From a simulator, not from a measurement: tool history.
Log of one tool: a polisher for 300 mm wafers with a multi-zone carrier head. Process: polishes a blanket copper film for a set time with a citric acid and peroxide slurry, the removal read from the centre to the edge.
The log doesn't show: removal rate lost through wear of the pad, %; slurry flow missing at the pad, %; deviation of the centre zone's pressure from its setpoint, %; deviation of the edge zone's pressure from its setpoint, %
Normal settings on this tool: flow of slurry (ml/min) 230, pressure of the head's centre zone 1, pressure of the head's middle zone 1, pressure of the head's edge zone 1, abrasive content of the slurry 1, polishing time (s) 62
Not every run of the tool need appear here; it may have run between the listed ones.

run    hour  flow of slurry (ml/min)  pressure of the head's centre zone  pressure of the head's middle zone  pressure of the head's edge zone  abrasive content of the slurry  polishing time (s)  wafers since the last listed run  wafers polished on this pad  hours since the slurry nozzle was cleaned  hours since the centre zone pressure was calibrated  hours since the edge zone pressure was calibrated  hours since the carrier head's membrane was replaced  incoming thickness of the incoming film, nm  film removed at the wafer's centre (nm)  film removed at mid-radius (nm)  film removed at the wafer's edge (nm)
  1       0                      230                                   1                                0.92                                 1                               1                  62                                 0                         1306                                       19.4                                               1239.9                                              169.6                                                  36.4                                       1176.5                                    124.3                            115.4                                  128.1
       42.6  -- centre zone pressure recalibrated
  2    48.7                      230                                   1                                0.92                                 1                               1                  62                               723                         2029                                       68.1                                                  6.1                                              218.3                                                  85.1                                       1200.7                                    125.7                            114.1                                  127.4
  3    96.5                      230                                   1                                   1                                 1                               1                  62                               740                         2770                                      115.9                                                 53.9                                              266.1                                                 132.9                                       1195.2                                    124.3                            124.2                                  125.1
  4   268.5                      230                                   1                                   1                                 1                               1                  53                              2664                         5434                                      287.9                                                225.9                                              438.1                                                 304.9                                       1188.6                                    104.5                            102.6                                  108.6
  5   334.3                      230                                   1                                   1                                 1                               1                  62                              1019                         6454                                      353.7                                                291.7                                              503.9                                                 370.7                                       1176.8                                    122.6                            120.5                                  124.1
  6   359.3                      230                                   1                                   1                               1.1                               1                  70                               387                         6841                                      378.7                                                316.7                                              528.9                                                 395.7                                       1180.8                                    139.2                            136.8                                  145.2
  7   422.7                      200                                   1                                   1                                 1                               1                  62                               982                         7823                                      442.1                                                380.1                                              592.3                                                 459.1                                       1197.8                                    119.8                            117.3                                  121.4
      458.1  -- worn pad replaced by a new one
      483.7  -- slurry nozzle cleaned
  8   485.6                      230                                   1                                   1                                 1                               1                  62                               897                          409                                        1.9                                                  443                                              655.2                                                   522                                       1168.4                                    128.3                            126.8                                  132.3
      612.6  -- carrier head's membrane replaced by a new one
  9   656.4                      230                                   1                                   1                                 1                             1.2                  62                              2568                         2978                                      172.7                                                613.8                                                826                                                  43.8                                       1206.7                                      133                              128                                  133.6
 10   706.8                      230                                   1                                   1                                 1                               1                  62                               780                         3759                                      223.1                                                664.2                                              876.4                                                  94.2                                       1192.9                                      123                            121.4                                  125.4
 11   771.5                      230                                   1                                   1                                 1                               1                  62                              1002                         4761                                      287.8                                                728.9                                              941.1                                                 158.9                                       1202.6                                    123.4                              122                                  124.9
 12   802.6                      230                                   1                                0.92                                 1                             1.1                  62                               481                         5243                                      318.9                                                  760                                              972.2                                                   190                                       1203.5                                    126.2                            117.9                                  129.8
 13   829.3                      230                                   1                                   1                                 1                               1                  62                               413                         5657                                      345.6                                                786.7                                              998.9                                                 216.7                                       1185.5                                    122.9                            122.7                                  125.1
      835.9  -- edge zone pressure recalibrated
        871  -- worn pad replaced by a new one
      928.6  -- slurry nozzle cleaned
 14   995.5                      155                                   1                                   1                              0.89                               1                  62                              2466                         1914                                       66.9                                                952.9                                              159.6                                                 382.9                                       1196.5                                    118.2                            115.2                                  117.5
 15  1047.5                      230                                   1                                   1                                 1                               1                  62                               805                         2719                                      118.9                                               1004.9                                              211.6                                                 434.9                                         1186                                    125.1                              124                                    129
 16  1111.5                      230                                   1                                0.88                                 1                               1                  78                               991                         3711                                      182.9                                               1068.9                                              275.6                                                 498.9                                       1184.9                                    156.9                            139.7                                  156.9
 17  1146.2                      230                                   1                                   1                                 1                               1                  62                               537                         4248                                      217.6                                               1103.6                                              310.3                                                 533.6                                         1187                                      123                            122.6                                  126.1
 18  1203.7                      265                                   1                                   1                              0.88                               1                  62                               890                         5139                                      275.1                                               1161.1                                              367.8                                                 591.1                                       1197.2                                    127.5                            125.3                                  122.9
 19  1271.8                      155                                   1                                   1                                 1                               1                  78                              1055                         6194                                      343.2                                               1229.2                                              435.9                                                 659.2                                       1206.1                                    144.1                            142.8                                  148.5
     1290.5  -- worn pad replaced by a new one
     1333.4  -- carrier head's membrane replaced by a new one
 20  1335.3                      170                                   1                                   1                              0.91                             1.2                  51                               844                          616                                      406.7                                               1292.7                                              499.4                                                   1.9                                       1195.8                                    106.1                            103.9                                  106.7
     1348.5  -- slurry nozzle cleaned
 21  1399.1                      230                                   1                                   1                              1.08                               1                  62                               972                         1589                                       50.6                                               1356.5                                              563.2                                                  65.7                                       1169.3                                    125.3                            123.7                                  131.4

Hidden state or all else? Some run-to-run changes of film removed at the wafer's centre (nm), split into what the settings, what came in and random variation would give without the hidden state, and what is left for the hidden state (with any gauge scatter that isn't in both results):
Run 7 -> 8: flow of slurry (ml/min) 200 -> 230, worn pad replaced by a new one, slurry nozzle cleaned. film removed at the wafer's centre (nm) +8.5: hidden state +6.7, all else +1.8.
Run 16 -> 17: pressure of the head's middle zone 0.88 -> 1, polishing time (s) 78 -> 62. film removed at the wafer's centre (nm) -33.9: hidden state +1.4, all else -35.3.
Run 19 -> 20: flow of slurry (ml/min) 155 -> 170, pressure of the head's edge zone 1 -> 0.91, abrasive content of the slurry 1 -> 1.2, polishing time (s) 78 -> 51, worn pad replaced by a new one, carrier head's membrane replaced by a new one. film removed at the wafer's centre (nm) -38: hidden state +6.7, all else -44.7.

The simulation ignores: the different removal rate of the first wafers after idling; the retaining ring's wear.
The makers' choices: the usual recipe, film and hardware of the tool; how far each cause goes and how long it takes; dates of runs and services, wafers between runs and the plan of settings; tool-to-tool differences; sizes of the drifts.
